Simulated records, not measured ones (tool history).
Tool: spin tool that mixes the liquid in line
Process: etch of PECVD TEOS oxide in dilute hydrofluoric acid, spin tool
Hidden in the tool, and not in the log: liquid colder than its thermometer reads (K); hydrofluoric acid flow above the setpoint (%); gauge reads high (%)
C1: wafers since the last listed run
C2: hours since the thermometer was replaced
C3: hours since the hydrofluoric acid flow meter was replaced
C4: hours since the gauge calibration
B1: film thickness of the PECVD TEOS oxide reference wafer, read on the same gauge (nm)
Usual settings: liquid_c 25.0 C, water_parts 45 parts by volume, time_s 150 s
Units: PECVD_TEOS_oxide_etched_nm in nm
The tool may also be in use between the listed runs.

{"run": 1, "hour": 0.0, "liquid_c": 25.0, "water_parts": 45, "time_s": 150, "C1": 0, "C2": 130.1, "C3": 298.8, "C4": 1452.8, "B1": 130.0, "PECVD_TEOS_oxide_etched_nm": 58.74}
{"run": 2, "hour": 87.4, "liquid_c": 25.0, "water_parts": 50, "time_s": 150, "C1": 940, "C2": 217.5, "C3": 386.2, "C4": 1540.2, "B1": 130.01, "PECVD_TEOS_oxide_etched_nm": 51.94}
{"run": 3, "hour": 132.4, "liquid_c": 25.0, "water_parts": 50, "time_s": 150, "C1": 484, "C2": 262.5, "C3": 431.2, "C4": 1585.2, "B1": 130.01, "PECVD_TEOS_oxide_etched_nm": 51.44}
{"run": 4, "hour": 193.3, "liquid_c": 25.0, "water_parts": 50, "time_s": 150, "C1": 655, "C2": 323.4, "C3": 492.1, "C4": 1646.1, "B1": 129.98, "PECVD_TEOS_oxide_etched_nm": 52.4}
{"run": 5, "hour": 281.4, "liquid_c": 25.0, "water_parts": 45, "time_s": 150, "C1": 947, "C2": 411.5, "C3": 580.2, "C4": 1734.2, "B1": 130.03, "PECVD_TEOS_oxide_etched_nm": 57.96}
{"run": 6, "hour": 347.3, "liquid_c": 25.0, "water_parts": 45, "time_s": 150, "C1": 708, "C2": 477.4, "C3": 646.1, "C4": 1800.1, "B1": 129.98, "PECVD_TEOS_oxide_etched_nm": 58.5}
{"run": 7, "hour": 440.7, "liquid_c": 25.0, "water_parts": 45, "time_s": 150, "C1": 1004, "C2": 570.8, "C3": 739.5, "C4": 1893.5, "B1": 129.94, "PECVD_TEOS_oxide_etched_nm": 58.3}
{"run": 8, "hour": 477.5, "liquid_c": 25.0, "water_parts": 45, "time_s": 150, "C1": 395, "C2": 607.6, "C3": 776.3, "C4": 1930.3, "B1": 129.94, "PECVD_TEOS_oxide_etched_nm": 58.9}
{"hour": 483.1, "done": "hydrofluoric acid flow meter replaced"}
{"run": 9, "hour": 533.2, "liquid_c": 25.0, "water_parts": 45, "time_s": 150, "C1": 588, "C2": 663.3, "C3": 50.1, "C4": 1986.0, "B1": 130.02, "PECVD_TEOS_oxide_etched_nm": 57.76}
{"run": 10, "hour": 601.6, "liquid_c": 25.0, "water_parts": 45, "time_s": 150, "C1": 735, "C2": 731.7, "C3": 118.5, "C4": 2054.4, "B1": 129.98, "PECVD_TEOS_oxide_etched_nm": 58.61}
{"run": 11, "hour": 705.0, "liquid_c": 25.0, "water_parts": 60, "time_s": 150, "C1": 1112, "C2": 835.1, "C3": 221.9, "C4": 2157.8, "B1": 129.98, "PECVD_TEOS_oxide_etched_nm": 42.75}
{"run": 12, "hour": 997.4, "liquid_c": 25.0, "water_parts": 35, "time_s": 150, "C1": 3145, "C2": 1127.5, "C3": 514.3, "C4": 2450.2, "B1": 130.01, "PECVD_TEOS_oxide_etched_nm": 75.06}
{"hour": 1025.7, "done": "gauge calibrated"}
{"run": 13, "hour": 1076.5, "liquid_c": 25.0, "water_parts": 45, "time_s": 150, "C1": 850, "C2": 1206.6, "C3": 593.4, "C4": 50.8, "B1": 130.01, "PECVD_TEOS_oxide_etched_nm": 58.2}
{"run": 14, "hour": 1117.9, "liquid_c": 29.5, "water_parts": 45, "time_s": 150, "C1": 445, "C2": 1248.0, "C3": 634.8, "C4": 92.2, "B1": 130.05, "PECVD_TEOS_oxide_etched_nm": 70.07}
{"hour": 1201.8, "done": "hydrofluoric acid flow meter replaced"}
{"run": 15, "hour": 1232.4, "liquid_c": 25.0, "water_parts": 45, "time_s": 150, "C1": 1221, "C2": 1362.5, "C3": 30.6, "C4": 206.7, "B1": 130.02, "PECVD_TEOS_oxide_etched_nm": 57.92}
{"run": 16, "hour": 1281.4, "liquid_c": 25.0, "water_parts": 50, "time_s": 150, "C1": 527, "C2": 1411.5, "C3": 79.6, "C4": 255.7, "B1": 129.98, "PECVD_TEOS_oxide_etched_nm": 51.65}
{"run": 17, "hour": 1352.8, "liquid_c": 25.0, "water_parts": 45, "time_s": 150, "C1": 768, "C2": 1482.9, "C3": 151.0, "C4": 327.1, "B1": 129.99, "PECVD_TEOS_oxide_etched_nm": 57.74}
{"run": 18, "hour": 1416.8, "liquid_c": 25.0, "water_parts": 45, "time_s": 85, "C1": 688, "C2": 1546.9, "C3": 215.0, "C4": 391.1, "B1": 130.03, "PECVD_TEOS_oxide_etched_nm": 32.95}
{"hour": 1489.2, "done": "thermometer replaced"}
{"run": 19, "hour": 1524.2, "liquid_c": 25.0, "water_parts": 45, "time_s": 150, "C1": 1144, "C2": 35.0, "C3": 322.4, "C4": 498.5, "B1": 130.04, "PECVD_TEOS_oxide_etched_nm": 58.0}
{"run": 20, "hour": 1577.3, "liquid_c": 25.0, "water_parts": 45, "time_s": 150, "C1": 571, "C2": 88.1, "C3": 375.5, "C4": 551.6, "B1": 129.98, "PECVD_TEOS_oxide_etched_nm": 59.16}
{"run": 21, "hour": 1664.2, "liquid_c": 25.0, "water_parts": 35, "time_s": 230, "C1": 934, "C2": 175.0, "C3": 462.4, "C4": 638.5, "B1": 129.99, "PECVD_TEOS_oxide_etched_nm": 116.93}
{"run": 22, "hour": 1766.4, "liquid_c": 30.0, "water_parts": 30, "time_s": 230, "C1": 1099, "C2": 277.2, "C3": 564.6, "C4": 740.7, "B1": 129.99, "PECVD_TEOS_oxide_etched_nm": 166.6}
{"hour": 1889.3, "done": "hydrofluoric acid flow meter replaced"}
{"run": 23, "hour": 1925.9, "liquid_c": 23.5, "water_parts": 45, "time_s": 150, "C1": 1705, "C2": 436.7, "C3": 36.6, "C4": 900.2, "B1": 129.97, "PECVD_TEOS_oxide_etched_nm": 54.68}
{"run": 24, "hour": 2021.7, "liquid_c": 21.0, "water_parts": 50, "time_s": 150, "C1": 1030, "C2": 532.5, "C3": 132.4, "C4": 996.0, "B1": 130.06, "PECVD_TEOS_oxide_etched_nm": 43.21}
{"run": 25, "hour": 2101.9, "liquid_c": 25.0, "water_parts": 45, "time_s": 175, "C1": 862, "C2": 612.7, "C3": 212.6, "C4": 1076.2, "B1": 129.93, "PECVD_TEOS_oxide_etched_nm": 68.09}
{"run": 26, "hour": 2138.4, "liquid_c": 22.0, "water_parts": 50, "time_s": 150, "C1": 392, "C2": 649.2, "C3": 249.1, "C4": 1112.7, "B1": 129.97, "PECVD_TEOS_oxide_etched_nm": 45.43}
{"run": 27, "hour": 2219.5, "liquid_c": 20.0, "water_parts": 30, "time_s": 185, "C1": 872, "C2": 730.3, "C3": 330.2, "C4": 1193.8, "B1": 130.01, "PECVD_TEOS_oxide_etched_nm": 88.85}
{"run": 28, "hour": 2261.3, "liquid_c": 29.5, "water_parts": 45, "time_s": 185, "C1": 449, "C2": 772.1, "C3": 372.0, "C4": 1235.6, "B1": 129.98, "PECVD_TEOS_oxide_etched_nm": 85.3}
{"run": 29, "hour": 2341.9, "liquid_c": 20.5, "water_parts": 40, "time_s": 150, "C1": 867, "C2": 852.7, "C3": 452.6, "C4": 1316.2, "B1": 130.05, "PECVD_TEOS_oxide_etched_nm": 54.31}
{"run": 30, "hour": 2386.2, "liquid_c": 20.5, "water_parts": 25, "time_s": 205, "C1": 476, "C2": 897.0, "C3": 496.9, "C4": 1360.5, "B1": 130.01, "PECVD_TEOS_oxide_etched_nm": 122.65}
{"run": 31, "hour": 2444.9, "liquid_c": 25.0, "water_parts": 45, "time_s": 85, "C1": 631, "C2": 955.7, "C3": 555.6, "C4": 1419.2, "B1": 129.99, "PECVD_TEOS_oxide_etched_nm": 32.7}
{"run": 32, "hour": 2533.6, "liquid_c": 28.5, "water_parts": 65, "time_s": 150, "C1": 954, "C2": 1044.4, "C3": 644.3, "C4": 1507.9, "B1": 129.97, "PECVD_TEOS_oxide_etched_nm": 44.74}
{"run": 33, "hour": 2597.3, "liquid_c": 25.0, "water_parts": 25, "time_s": 150, "C1": 685, "C2": 1108.1, "C3": 708.0, "C4": 1571.6, "B1": 129.97, "PECVD_TEOS_oxide_etched_nm": 107.26}
{"hour": 2660.8, "done": "hydrofluoric acid flow meter replaced"}
{"run": 34, "hour": 2694.4, "liquid_c": 25.0, "water_parts": 45, "time_s": 150, "C1": 1033, "C2": 1205.2, "C3": 33.6, "C4": 1668.7, "B1": 129.99, "PECVD_TEOS_oxide_etched_nm": 58.21}

The tool's hidden state at each run:
liquid colder than its thermometer reads (K): 0 in every run
hydrofluoric acid flow above the setpoint (%): 0 in every run
gauge reads high (%): 0 in every run
